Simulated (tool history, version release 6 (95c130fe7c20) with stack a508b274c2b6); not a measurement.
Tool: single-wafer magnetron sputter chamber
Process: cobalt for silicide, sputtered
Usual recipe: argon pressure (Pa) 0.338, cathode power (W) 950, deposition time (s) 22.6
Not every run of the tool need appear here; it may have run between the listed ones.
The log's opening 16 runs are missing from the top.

| run | hour | argon pressure (Pa) | cathode power (W) | deposition time (s) | read-back reference wafer on the same gauge, thickness_nm | mean film thickness on the monitor wafer (Å) |
|---|---|---|---|---|---|---|
| 17 | 447.3 | 0.396 | 950 | 22.6 | 12.381 | 105.46 |
|  | 456.3 | gauge calibrated |
| 18 | 464.8 | 0.463 | 850 | 25.4 | 12.709 | 107.62 |
| 19 | 500.6 | 0.338 | 950 | 22.6 | 12.713 | 110.44 |
| 20 | 536.6 | 0.338 | 950 | 20.2 | 12.711 | 99.03 |
| 21 | 568.4 | 0.383 | 950 | 18.7 | 12.7 | 89.72 |
|  | 577.8 | sputter target and shields replaced |
| 22 | 584.4 | 0.241 | 1100 | 19.3 | 12.697 | 112.88 |
| 23 | 612.1 | 0.338 | 1000 | 22.6 | 12.699 | 116.58 |
| 24 | 632.2 | 0.338 | 950 | 22.6 | 12.706 | 110.73 |
| 25 | 660.7 | 0.338 | 950 | 22.6 | 12.706 | 111.52 |
| 26 | 677 | 0.338 | 1150 | 22.6 | 12.702 | 133.63 |
| 27 | 702 | 0.338 | 800 | 26.5 | 12.7 | 110.67 |
| 28 | 737.7 | 0.293 | 950 | 22.6 | 12.691 | 112.34 |
| 29 | 766.1 | 0.338 | 950 | 22.6 | 12.697 | 110.34 |
| 30 | 779.5 | 0.283 | 950 | 20.8 | 12.693 | 104.1 |
| 31 | 802.9 | 0.257 | 1150 | 25.4 | 12.691 | 154.09 |
| 32 | 829.9 | 0.279 | 800 | 25.2 | 12.682 | 106.62 |
| 33 | 931.2 | 0.338 | 950 | 22.6 | 12.669 | 111.06 |
| 34 | 964.3 | 0.423 | 900 | 22.6 | 12.651 | 101.78 |

Each row is a separate what-if for the run after 34, all from the same tool condition, not one after another. Results?
| A | 964.7 | 0.338 | 950 | 22.6 | ? | ? |
| B | 964.7 | 0.281 | 1200 | 18.9 | ? | ? |
| C | 964.7 | 0.338 | 900 | 22.6 | ? | ? |
| D | 964.7 | 0.338 | 950 | 26.2 | ? | ? |
| E | 964.7 | 0.273 | 1150 | 22.6 | ? | ? |

| run | read-back reference wafer on the same gauge, thickness_nm | mean film thickness on the monitor wafer (Å) |
|---|---|---|
| A | 12.657 | 110.79 |
| B | 12.657 | 118.52 |
| C | 12.657 | 105.16 |
| D | 12.657 | 128.44 |
| E | 12.657 | 136.35 |
With the hidden condition removed and each run's random variation left untouched, the same runs would have given:
| run | mean film thickness on the monitor wafer (Å) |
|---|---|
| A | 111.17 |
| B | 118.92 |
| C | 105.52 |
| D | 128.88 |
| E | 136.82 |

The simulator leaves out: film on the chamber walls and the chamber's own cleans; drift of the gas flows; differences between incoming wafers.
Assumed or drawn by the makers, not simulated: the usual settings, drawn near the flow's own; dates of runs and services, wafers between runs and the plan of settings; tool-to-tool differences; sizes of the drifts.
